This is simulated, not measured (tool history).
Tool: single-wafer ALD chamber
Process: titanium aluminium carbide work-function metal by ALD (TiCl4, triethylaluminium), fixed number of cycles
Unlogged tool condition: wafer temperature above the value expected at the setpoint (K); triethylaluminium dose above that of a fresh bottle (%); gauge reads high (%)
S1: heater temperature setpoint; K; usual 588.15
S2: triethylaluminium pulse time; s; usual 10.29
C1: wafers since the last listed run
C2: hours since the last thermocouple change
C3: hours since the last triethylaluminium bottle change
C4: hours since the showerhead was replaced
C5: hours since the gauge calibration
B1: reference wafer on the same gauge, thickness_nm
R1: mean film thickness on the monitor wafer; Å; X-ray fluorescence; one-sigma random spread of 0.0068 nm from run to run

{"run": 1, "hour": 0.0, "S1": 588.15, "S2": 10.29, "C1": 0, "C2": 119.0, "C3": 220.1, "C4": 5399.6, "C5": 1003.3, "B1": 2.33, "R1": 20.33}
{"run": 2, "hour": 47.1, "S1": 588.15, "S2": 10.29, "C1": 724, "C2": 166.1, "C3": 267.2, "C4": 5446.7, "C5": 1050.4, "B1": 2.33, "R1": 20.44}
{"run": 3, "hour": 112.8, "S1": 592.15, "S2": 7.0, "C1": 1010, "C2": 231.8, "C3": 332.9, "C4": 5512.4, "C5": 1116.1, "B1": 2.332, "R1": 20.0}
{"run": 4, "hour": 156.2, "S1": 592.15, "S2": 7.0, "C1": 667, "C2": 275.2, "C3": 376.3, "C4": 5555.8, "C5": 1159.5, "B1": 2.334, "R1": 20.15}
{"run": 5, "hour": 429.6, "S1": 592.15, "S2": 7.0, "C1": 4206, "C2": 548.6, "C3": 649.7, "C4": 5829.2, "C5": 1432.9, "B1": 2.329, "R1": 20.17}
{"run": 6, "hour": 531.0, "S1": 588.15, "S2": 9.42, "C1": 1560, "C2": 650.0, "C3": 751.1, "C4": 5930.6, "C5": 1534.3, "B1": 2.326, "R1": 20.61}
{"hour": 556.8, "done": "gauge calibrated"}
{"run": 7, "hour": 574.7, "S1": 588.15, "S2": 9.42, "C1": 672, "C2": 693.7, "C3": 794.8, "C4": 5974.3, "C5": 17.9, "B1": 2.329, "R1": 20.61}
{"run": 8, "hour": 669.8, "S1": 588.15, "S2": 9.42, "C1": 1463, "C2": 788.8, "C3": 889.9, "C4": 6069.4, "C5": 113.0, "B1": 2.329, "R1": 20.61}
{"run": 9, "hour": 745.8, "S1": 588.15, "S2": 10.29, "C1": 1169, "C2": 864.8, "C3": 965.9, "C4": 6145.4, "C5": 189.0, "B1": 2.329, "R1": 20.78}
{"run": 10, "hour": 839.2, "S1": 588.15, "S2": 10.29, "C1": 1437, "C2": 958.2, "C3": 1059.3, "C4": 6238.8, "C5": 282.4, "B1": 2.331, "R1": 20.72}
{"hour": 913.6, "done": "thermocouple changed; heater temperature recalibrated"}
{"run": 11, "hour": 934.3, "S1": 591.15, "S2": 8.72, "C1": 1340, "C2": 20.7, "C3": 1154.4, "C4": 6333.9, "C5": 377.5, "B1": 2.332, "R1": 20.26}
{"run": 12, "hour": 1012.9, "S1": 591.15, "S2": 8.72, "C1": 1209, "C2": 99.3, "C3": 1233.0, "C4": 6412.5, "C5": 456.1, "B1": 2.331, "R1": 20.37}
{"run": 13, "hour": 1084.9, "S1": 591.15, "S2": 8.95, "C1": 1107, "C2": 171.3, "C3": 1305.0, "C4": 6484.5, "C5": 528.1, "B1": 2.329, "R1": 20.6}
{"run": 14, "hour": 1141.5, "S1": 591.15, "S2": 8.95, "C1": 870, "C2": 227.9, "C3": 1361.6, "C4": 6541.1, "C5": 584.7, "B1": 2.331, "R1": 20.6}
{"run": 15, "hour": 1193.9, "S1": 588.15, "S2": 12.51, "C1": 806, "C2": 280.3, "C3": 1414.0, "C4": 6593.5, "C5": 637.1, "B1": 2.328, "R1": 20.95}
{"run": 16, "hour": 1274.1, "S1": 588.15, "S2": 10.29, "C1": 1234, "C2": 360.5, "C3": 1494.2, "C4": 6673.7, "C5": 717.3, "B1": 2.334, "R1": 20.61}
{"run": 17, "hour": 1315.8, "S1": 588.15, "S2": 10.29, "C1": 641, "C2": 402.2, "C3": 1535.9, "C4": 6715.4, "C5": 759.0, "B1": 2.329, "R1": 20.69}
{"hour": 1351.3, "done": "triethylaluminium bottle replaced"}
{"hour": 1389.8, "done": "showerhead replaced"}
{"run": 18, "hour": 1392.9, "S1": 588.15, "S2": 12.13, "C1": 940, "C2": 479.3, "C3": 41.6, "C4": 3.1, "C5": 836.1, "B1": 2.332, "R1": 20.94}
{"run": 19, "hour": 1495.3, "S1": 575.15, "S2": 8.6, "C1": 1575, "C2": 581.7, "C3": 144.0, "C4": 105.5, "C5": 938.5, "B1": 2.333, "R1": 19.21}
{"run": 20, "hour": 1556.5, "S1": 574.15, "S2": 6.33, "C1": 941, "C2": 642.9, "C3": 205.2, "C4": 166.7, "C5": 999.7, "B1": 2.33, "R1": 18.32}
{"run": 21, "hour": 1607.6, "S1": 588.15, "S2": 11.32, "C1": 786, "C2": 694.0, "C3": 256.3, "C4": 217.8, "C5": 1050.8, "B1": 2.332, "R1": 21.01}
{"run": 22, "hour": 1645.0, "S1": 588.15, "S2": 10.29, "C1": 575, "C2": 731.4, "C3": 293.7, "C4": 255.2, "C5": 1088.2, "B1": 2.328, "R1": 20.92}
{"run": 23, "hour": 1709.2, "S1": 602.15, "S2": 11.54, "C1": 987, "C2": 795.6, "C3": 357.9, "C4": 319.4, "C5": 1152.4, "B1": 2.33, "R1": 22.37}
{"run": 24, "hour": 1754.7, "S1": 583.15, "S2": 11.44, "C1": 700, "C2": 841.1, "C3": 403.4, "C4": 364.9, "C5": 1197.9, "B1": 2.329, "R1": 20.54}
{"hour": 1784.3, "done": "thermocouple changed; heater temperature recalibrated"}
{"run": 25, "hour": 1793.3, "S1": 588.15, "S2": 10.29, "C1": 470, "C2": 9.0, "C3": 442.0, "C4": 403.5, "C5": 1236.5, "B1": 2.33, "R1": 20.35}
{"run": 26, "hour": 1870.5, "S1": 601.15, "S2": 8.71, "C1": 1187, "C2": 86.2, "C3": 519.2, "C4": 480.7, "C5": 1313.7, "B1": 2.328, "R1": 21.2}
{"run": 27, "hour": 1967.5, "S1": 588.15, "S2": 13.15, "C1": 1492, "C2": 183.2, "C3": 616.2, "C4": 577.7, "C5": 1410.7, "B1": 2.333, "R1": 20.79}
{"run": 28, "hour": 2035.1, "S1": 588.15, "S2": 10.29, "C1": 1040, "C2": 250.8, "C3": 683.8, "C4": 645.3, "C5": 1478.3, "B1": 2.332, "R1": 20.41}
{"run": 29, "hour": 2137.2, "S1": 592.15, "S2": 12.49, "C1": 1571, "C2": 352.9, "C3": 785.9, "C4": 747.4, "C5": 1580.4, "B1": 2.326, "R1": 21.23}
{"run": 30, "hour": 2235.0, "S1": 588.15, "S2": 10.29, "C1": 1504, "C2": 450.7, "C3": 883.7, "C4": 845.2, "C5": 1678.2, "B1": 2.329, "R1": 20.59}
{"hour": 2238.7, "done": "gauge calibrated"}
{"run": 31, "hour": 2276.4, "S1": 600.15, "S2": 11.59, "C1": 637, "C2": 492.1, "C3": 925.1, "C4": 886.6, "C5": 37.7, "B1": 2.325, "R1": 21.96}
{"run": 32, "hour": 2349.3, "S1": 594.15, "S2": 8.61, "C1": 1121, "C2": 565.0, "C3": 998.0, "C4": 959.5, "C5": 110.6, "B1": 2.332, "R1": 20.91}
{"run": 33, "hour": 2445.3, "S1": 594.15, "S2": 6.51, "C1": 1477, "C2": 661.0, "C3": 1094.0, "C4": 1055.5, "C5": 206.6, "B1": 2.334, "R1": 20.17}

Measured minus without-hidden-state, run by run (identical run-to-run variation in each term; gauge scatter may differ):
run=1 R1=+0.17
run=2 R1=+0.23
run=3 R1=+0.29
run=4 R1=+0.32
run=5 R1=+0.46
run=6 R1=+0.49
run=7 R1=+0.51
run=8 R1=+0.53
run=9 R1=+0.54
run=10 R1=+0.55
run=11 R1=+0.07
run=12 R1=+0.20
run=13 R1=+0.28
run=14 R1=+0.33
run=15 R1=+0.38
run=16 R1=+0.43
run=17 R1=+0.46
run=18 R1=+0.49
run=19 R1=+0.51
run=20 R1=+0.51
run=21 R1=+0.56
run=22 R1=+0.56
run=23 R1=+0.58
run=24 R1=+0.58
run=25 R1=-0.04
run=26 R1=+0.08
run=27 R1=+0.20
run=28 R1=+0.26
run=29 R1=+0.33
run=30 R1=+0.38
run=31 R1=+0.41
run=32 R1=+0.41
run=33 R1=+0.43
